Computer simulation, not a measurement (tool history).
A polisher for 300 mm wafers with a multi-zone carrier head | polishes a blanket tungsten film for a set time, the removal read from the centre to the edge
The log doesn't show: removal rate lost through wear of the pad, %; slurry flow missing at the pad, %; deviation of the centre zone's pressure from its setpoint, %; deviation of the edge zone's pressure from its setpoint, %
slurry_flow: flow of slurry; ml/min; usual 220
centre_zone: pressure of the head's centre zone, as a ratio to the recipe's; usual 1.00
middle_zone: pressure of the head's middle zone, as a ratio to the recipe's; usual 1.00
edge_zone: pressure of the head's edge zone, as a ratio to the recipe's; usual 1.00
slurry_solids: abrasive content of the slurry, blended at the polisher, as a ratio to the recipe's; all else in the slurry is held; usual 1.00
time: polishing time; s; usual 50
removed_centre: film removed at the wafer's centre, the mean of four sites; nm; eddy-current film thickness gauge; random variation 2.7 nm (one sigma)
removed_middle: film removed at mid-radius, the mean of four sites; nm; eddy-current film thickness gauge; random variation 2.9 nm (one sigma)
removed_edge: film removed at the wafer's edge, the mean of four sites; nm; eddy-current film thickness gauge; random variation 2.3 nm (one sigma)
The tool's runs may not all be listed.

| run | day | slurry_flow | centre_zone | middle_zone | edge_zone | slurry_solids | time | wafers since the last listed run | wafers polished on this pad | hours since the slurry nozzle was cleaned | hours since the centre zone pressure was calibrated | hours since the edge zone pressure was calibrated | hours since the carrier head's membrane was replaced | incoming thickness of the incoming film, nm | removed_centre | removed_middle | removed_edge |
|---|---|---|---|---|---|---|---|---|---|---|---|---|---|---|---|---|---|
| 1 | 0.000 | 220 | 1.00 | 1.00 | 1.00 | 1.00 | 50 | 0 | 407 | 722.6 | 885.3 | 269.2 | 1271.6 | 1009.7 | 205.6 | 196.0 | 197.5 |
| 2 | 0.254 | 220 | 1.00 | 1.00 | 1.00 | 1.00 | 50 | 78 | 486 | 728.7 | 891.4 | 275.3 | 1277.7 | 1007.8 | 202.9 | 194.8 | 199.8 |
| 3 | 0.546 | 195 | 1.00 | 1.00 | 1.00 | 1.00 | 50 | 90 | 576 | 735.7 | 898.4 | 282.3 | 1284.7 | 1009.5 | 200.9 | 190.3 | 196.9 |
| 4 | 1.183 | 195 | 1.00 | 1.00 | 1.00 | 1.00 | 50 | 197 | 774 | 751.0 | 913.7 | 297.6 | 1300.0 | 1019.8 | 192.7 | 190.7 | 192.3 |
| 5 | 1.921 | 220 | 1.00 | 1.00 | 1.00 | 1.00 | 50 | 228 | 1002 | 768.7 | 931.4 | 315.3 | 1317.7 | 1024.9 | 193.5 | 184.1 | 189.7 |
|  | 2.217 | worn pad replaced by a new one |
| 6 | 2.333 | 220 | 1.00 | 1.00 | 1.00 | 1.00 | 50 | 76 | 35 | 778.6 | 941.3 | 325.2 | 1327.6 | 1015.6 | 205.3 | 200.2 | 201.0 |
| 7 | 2.796 | 220 | 1.00 | 1.00 | 1.00 | 1.00 | 50 | 143 | 178 | 789.7 | 952.4 | 336.3 | 1338.7 | 1018.7 | 201.3 | 197.1 | 203.0 |
| 8 | 3.354 | 220 | 1.00 | 1.00 | 1.00 | 1.00 | 50 | 172 | 351 | 803.1 | 965.8 | 349.7 | 1352.1 | 1014.1 | 201.7 | 194.8 | 204.8 |
| 9 | 4.096 | 220 | 1.00 | 1.00 | 1.00 | 1.00 | 50 | 229 | 581 | 820.9 | 983.6 | 367.5 | 1369.9 | 1023.4 | 200.2 | 191.9 | 198.4 |
|  | 4.642 | carrier head's membrane replaced by a new one, of another model than before |
| 10 | 4.792 | 220 | 1.00 | 1.00 | 1.00 | 1.00 | 50 | 150 | 732 | 837.6 | 1000.3 | 384.2 | 3.6 | 1019.5 | 196.3 | 189.5 | 191.7 |
| 11 | 5.312 | 220 | 1.00 | 1.00 | 1.00 | 1.15 | 50 | 161 | 893 | 850.1 | 1012.8 | 396.7 | 16.1 | 1013.6 | 201.2 | 196.0 | 199.6 |
| 12 | 5.767 | 220 | 1.00 | 1.03 | 1.10 | 1.00 | 50 | 140 | 1034 | 861.0 | 1023.7 | 407.6 | 27.0 | 1007.1 | 188.1 | 193.3 | 199.3 |
|  | 6.058 | worn pad replaced by a new one |
| 13 | 6.229 | 220 | 0.94 | 1.00 | 1.00 | 0.80 | 50 | 91 | 53 | 872.1 | 1034.8 | 418.7 | 38.1 | 1034.7 | 177.3 | 180.7 | 184.2 |
|  | 6.571 | edge zone pressure recalibrated |
| 14 | 6.950 | 220 | 1.00 | 1.00 | 1.00 | 1.00 | 50 | 197 | 250 | 889.4 | 1052.1 | 9.1 | 55.4 | 1031.8 | 197.3 | 190.9 | 199.5 |
|  | 7.162 | centre zone pressure recalibrated |
| 15 | 7.292 | 220 | 1.00 | 1.00 | 1.00 | 1.00 | 50 | 79 | 330 | 897.6 | 3.1 | 17.3 | 63.6 | 1017.8 | 199.7 | 200.0 | 195.4 |
| 16 | 7.871 | 220 | 1.00 | 1.00 | 1.00 | 1.00 | 50 | 179 | 509 | 911.5 | 17.0 | 31.2 | 77.5 | 999.7 | 199.9 | 193.9 | 196.7 |
|  | 8.604 | slurry nozzle cleaned |
| 17 | 9.279 | 220 | 1.00 | 1.00 | 0.93 | 0.85 | 50 | 423 | 933 | 16.2 | 50.8 | 65.0 | 111.3 | 1005.4 | 178.8 | 172.7 | 166.1 |
| 18 | 9.725 | 250 | 1.00 | 1.00 | 1.00 | 1.00 | 39 | 138 | 1071 | 26.9 | 61.5 | 75.7 | 122.0 | 1021.1 | 149.0 | 141.1 | 144.5 |
| 19 | 9.988 | 220 | 0.93 | 1.00 | 1.00 | 1.00 | 41 | 81 | 1152 | 33.2 | 67.8 | 82.0 | 128.3 | 1025.2 | 143.2 | 143.2 | 148.6 |
|  | 10.529 | worn pad replaced by a new one |
| 20 | 10.608 | 220 | 1.00 | 1.00 | 1.00 | 1.00 | 50 | 140 | 24 | 48.1 | 82.7 | 96.9 | 143.2 | 1010.2 | 205.3 | 195.8 | 199.4 |
| 21 | 11.196 | 220 | 1.00 | 0.90 | 0.94 | 1.00 | 41 | 181 | 206 | 62.2 | 96.8 | 111.0 | 157.3 | 1019.0 | 167.6 | 142.0 | 158.6 |
| 22 | 11.762 | 220 | 1.00 | 1.10 | 1.00 | 1.00 | 50 | 175 | 382 | 75.8 | 110.4 | 124.6 | 170.9 | 1026.0 | 200.1 | 220.8 | 203.3 |

3 ways to go on from here, each from the tool as it stands after run 22. What would each give?
| A | 11.779 | 220 | 1.00 | 1.00 | 1.00 | 1.00 | 50 | 5 | 387 | 76.2 | 110.8 | 125.0 | 171.3 | 1021.0 | ? | ? | ? |
| B | 11.779 | 220 | 1.07 | 1.00 | 0.95 | 1.00 | 50 | 5 | 387 | 76.2 | 110.8 | 125.0 | 171.3 | 1021.0 | ? | ? | ? |
| C | 11.779 | 220 | 1.00 | 1.00 | 1.00 | 1.10 | 50 | 5 | 387 | 76.2 | 110.8 | 125.0 | 171.3 | 1021.0 | ? | ? | ? |

| run | removed_centre | removed_middle | removed_edge |
|---|---|---|---|
| A | 201.5 | 198.3 | 202.7 |
| B | 212.0 | 198.2 | 195.7 |
| C | 208.6 | 205.3 | 209.9 |
Without the tool's hidden state the same runs would have given:
| run | removed_centre | removed_middle | removed_edge |
|---|---|---|---|
| A | 204.3 | 201.1 | 205.6 |
| B | 215.1 | 201.1 | 198.5 |
| C | 211.6 | 208.3 | 212.9 |
